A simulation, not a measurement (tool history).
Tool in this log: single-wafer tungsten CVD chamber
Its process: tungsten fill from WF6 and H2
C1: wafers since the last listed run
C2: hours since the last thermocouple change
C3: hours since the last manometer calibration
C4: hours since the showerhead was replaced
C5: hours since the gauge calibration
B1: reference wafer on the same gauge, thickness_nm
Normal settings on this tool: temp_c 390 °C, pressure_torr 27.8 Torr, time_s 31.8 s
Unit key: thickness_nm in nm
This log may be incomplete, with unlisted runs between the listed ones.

{"run": 1, "hour": 0.0, "temp_c": 390, "pressure_torr": 27.8, "time_s": 33.7, "C1": 0, "C2": 2436.0, "C3": 2597.9, "C4": 6731.3, "C5": 2134.8, "B1": 66.094, "thickness_nm": 70.341}
{"run": 2, "hour": 71.7, "temp_c": 390, "pressure_torr": 24.9, "time_s": 31.8, "C1": 2203, "C2": 2507.7, "C3": 2669.6, "C4": 6803.0, "C5": 2206.5, "B1": 66.126, "thickness_nm": 62.391}
{"hour": 121.9, "done": "thermocouple changed; heater temperature recalibrated"}
{"run": 3, "hour": 127.6, "temp_c": 390, "pressure_torr": 27.8, "time_s": 31.8, "C1": 1472, "C2": 5.7, "C3": 2725.5, "C4": 6858.9, "C5": 2262.4, "B1": 66.067, "thickness_nm": 65.415}
{"run": 4, "hour": 158.6, "temp_c": 390, "pressure_torr": 27.8, "time_s": 31.8, "C1": 952, "C2": 36.7, "C3": 2756.5, "C4": 6889.9, "C5": 2293.4, "B1": 66.046, "thickness_nm": 65.49}
{"run": 5, "hour": 183.3, "temp_c": 390, "pressure_torr": 27.8, "time_s": 28.6, "C1": 759, "C2": 61.4, "C3": 2781.2, "C4": 6914.6, "C5": 2318.1, "B1": 66.067, "thickness_nm": 58.792}
{"hour": 214.6, "done": "gauge calibrated"}
{"hour": 217.5, "done": "capacitance manometer re-zeroed and calibrated"}
{"run": 6, "hour": 246.7, "temp_c": 390, "pressure_torr": 27.8, "time_s": 31.8, "C1": 1702, "C2": 124.8, "C3": 29.2, "C4": 6978.0, "C5": 32.1, "B1": 66.16, "thickness_nm": 68.885}
{"run": 7, "hour": 308.0, "temp_c": 390, "pressure_torr": 27.8, "time_s": 31.8, "C1": 1883, "C2": 186.1, "C3": 90.5, "C4": 7039.3, "C5": 93.4, "B1": 66.075, "thickness_nm": 69.104}
{"run": 8, "hour": 344.8, "temp_c": 390, "pressure_torr": 27.8, "time_s": 31.8, "C1": 1130, "C2": 222.9, "C3": 127.3, "C4": 7076.1, "C5": 130.2, "B1": 66.116, "thickness_nm": 68.397}
{"run": 9, "hour": 406.3, "temp_c": 390, "pressure_torr": 27.8, "time_s": 31.8, "C1": 1889, "C2": 284.4, "C3": 188.8, "C4": 7137.6, "C5": 191.7, "B1": 66.016, "thickness_nm": 68.038}
{"run": 10, "hour": 451.8, "temp_c": 390, "pressure_torr": 27.8, "time_s": 31.8, "C1": 1398, "C2": 329.9, "C3": 234.3, "C4": 7183.1, "C5": 237.2, "B1": 66.09, "thickness_nm": 68.964}
{"run": 11, "hour": 502.3, "temp_c": 390, "pressure_torr": 27.8, "time_s": 31.8, "C1": 1551, "C2": 380.4, "C3": 284.8, "C4": 7233.6, "C5": 287.7, "B1": 66.053, "thickness_nm": 68.338}
{"hour": 516.1, "done": "showerhead replaced"}
{"run": 12, "hour": 529.6, "temp_c": 390, "pressure_torr": 27.8, "time_s": 31.8, "C1": 593, "C2": 407.7, "C3": 312.1, "C4": 13.5, "C5": 315.0, "B1": 66.058, "thickness_nm": 68.619}
{"run": 13, "hour": 563.3, "temp_c": 390, "pressure_torr": 27.8, "time_s": 31.8, "C1": 1035, "C2": 441.4, "C3": 345.8, "C4": 47.2, "C5": 348.7, "B1": 66.061, "thickness_nm": 68.478}
{"run": 14, "hour": 602.2, "temp_c": 390, "pressure_torr": 27.8, "time_s": 31.8, "C1": 1195, "C2": 480.3, "C3": 384.7, "C4": 86.1, "C5": 387.6, "B1": 65.96, "thickness_nm": 68.66}
{"run": 15, "hour": 646.7, "temp_c": 390, "pressure_torr": 27.8, "time_s": 31.8, "C1": 1367, "C2": 524.8, "C3": 429.2, "C4": 130.6, "C5": 432.1, "B1": 66.221, "thickness_nm": 68.771}
{"run": 16, "hour": 679.1, "temp_c": 397, "pressure_torr": 30.1, "time_s": 37.4, "C1": 995, "C2": 557.2, "C3": 461.6, "C4": 163.0, "C5": 464.5, "B1": 66.146, "thickness_nm": 93.87}
{"run": 17, "hour": 743.2, "temp_c": 390, "pressure_torr": 33.4, "time_s": 31.8, "C1": 1969, "C2": 621.3, "C3": 525.7, "C4": 227.1, "C5": 528.6, "B1": 66.093, "thickness_nm": 75.408}
{"run": 18, "hour": 813.8, "temp_c": 390, "pressure_torr": 30.9, "time_s": 29.7, "C1": 2169, "C2": 691.9, "C3": 596.3, "C4": 297.7, "C5": 599.2, "B1": 66.099, "thickness_nm": 67.351}
{"run": 19, "hour": 881.5, "temp_c": 380, "pressure_torr": 29.7, "time_s": 36.1, "C1": 2080, "C2": 759.6, "C3": 664.0, "C4": 365.4, "C5": 666.9, "B1": 66.18, "thickness_nm": 67.526}
{"run": 20, "hour": 928.7, "temp_c": 404, "pressure_torr": 27.8, "time_s": 36.0, "C1": 1450, "C2": 806.8, "C3": 711.2, "C4": 412.6, "C5": 714.1, "B1": 66.243, "thickness_nm": 97.268}
{"run": 21, "hour": 965.0, "temp_c": 381, "pressure_torr": 27.8, "time_s": 31.8, "C1": 1115, "C2": 843.1, "C3": 747.5, "C4": 448.9, "C5": 750.4, "B1": 66.108, "thickness_nm": 58.622}
{"run": 22, "hour": 1017.5, "temp_c": 375, "pressure_torr": 24.8, "time_s": 31.8, "C1": 1613, "C2": 895.6, "C3": 800.0, "C4": 501.4, "C5": 802.9, "B1": 66.075, "thickness_nm": 49.801}
{"run": 23, "hour": 1042.2, "temp_c": 390, "pressure_torr": 27.8, "time_s": 31.8, "C1": 759, "C2": 920.3, "C3": 824.7, "C4": 526.1, "C5": 827.6, "B1": 66.078, "thickness_nm": 68.564}
{"run": 24, "hour": 1073.0, "temp_c": 383, "pressure_torr": 27.8, "time_s": 31.8, "C1": 946, "C2": 951.1, "C3": 855.5, "C4": 556.9, "C5": 858.4, "B1": 66.066, "thickness_nm": 60.776}
{"run": 25, "hour": 1127.0, "temp_c": 378, "pressure_torr": 27.8, "time_s": 31.8, "C1": 1659, "C2": 1005.1, "C3": 909.5, "C4": 610.9, "C5": 912.4, "B1": 66.092, "thickness_nm": 55.314}
{"run": 26, "hour": 1183.9, "temp_c": 390, "pressure_torr": 27.8, "time_s": 36.8, "C1": 1748, "C2": 1062.0, "C3": 966.4, "C4": 667.8, "C5": 969.3, "B1": 66.112, "thickness_nm": 79.017}
{"run": 27, "hour": 1321.5, "temp_c": 398, "pressure_torr": 27.8, "time_s": 37.9, "C1": 4228, "C2": 1199.6, "C3": 1104.0, "C4": 805.4, "C5": 1106.9, "B1": 66.121, "thickness_nm": 92.457}
{"run": 28, "hour": 1366.9, "temp_c": 383, "pressure_torr": 31.1, "time_s": 29.2, "C1": 1395, "C2": 1245.0, "C3": 1149.4, "C4": 850.8, "C5": 1152.3, "B1": 66.023, "thickness_nm": 58.812}
{"run": 29, "hour": 1401.8, "temp_c": 390, "pressure_torr": 27.8, "time_s": 31.8, "C1": 1072, "C2": 1279.9, "C3": 1184.3, "C4": 885.7, "C5": 1187.2, "B1": 66.034, "thickness_nm": 68.238}
{"run": 30, "hour": 1441.1, "temp_c": 401, "pressure_torr": 27.8, "time_s": 31.8, "C1": 1207, "C2": 1319.2, "C3": 1223.6, "C4": 925.0, "C5": 1226.5, "B1": 66.031, "thickness_nm": 82.241}
{"run": 31, "hour": 1485.7, "temp_c": 378, "pressure_torr": 25.7, "time_s": 29.3, "C1": 1370, "C2": 1363.8, "C3": 1268.2, "C4": 969.6, "C5": 1271.1, "B1": 66.167, "thickness_nm": 48.479}
{"run": 32, "hour": 1512.5, "temp_c": 390, "pressure_torr": 27.8, "time_s": 31.8, "C1": 823, "C2": 1390.6, "C3": 1295.0, "C4": 996.4, "C5": 1297.9, "B1": 65.921, "thickness_nm": 67.959}
{"run": 33, "hour": 1537.8, "temp_c": 390, "pressure_torr": 25.9, "time_s": 31.8, "C1": 777, "C2": 1415.9, "C3": 1320.3, "C4": 1021.7, "C5": 1323.2, "B1": 66.271, "thickness_nm": 65.877}
{"run": 34, "hour": 1603.4, "temp_c": 375, "pressure_torr": 24.2, "time_s": 28.5, "C1": 2015, "C2": 1481.5, "C3": 1385.9, "C4": 1087.3, "C5": 1388.8, "B1": 66.083, "thickness_nm": 43.841}

How the hidden state differs across the entries between the runs, from the last listed run before each to the first after it:
Runs 2 to 3: thermocouple changed; heater temperature recalibrated (hour 121.9)
  true pressure above the setpoint (%): -8.49 -> -8.77
  what was measured, less what the result would be without the hidden state, thickness_nm: -2.856 -> -3.068 nm
Runs 5 to 6: gauge calibrated (hour 214.6); capacitance manometer re-zeroed and calibrated (hour 217.5)
  true pressure above the setpoint (%): -9.07 -> -0.854
  what was measured, less what the result would be without the hidden state, thickness_nm: -2.856 -> -0.295 nm
Runs 11 to 12: showerhead replaced (hour 516.1)
  true pressure above the setpoint (%): -0.931 -> -0.946
  what was measured, less what the result would be without the hidden state, thickness_nm: -0.319 -> -0.326 nm
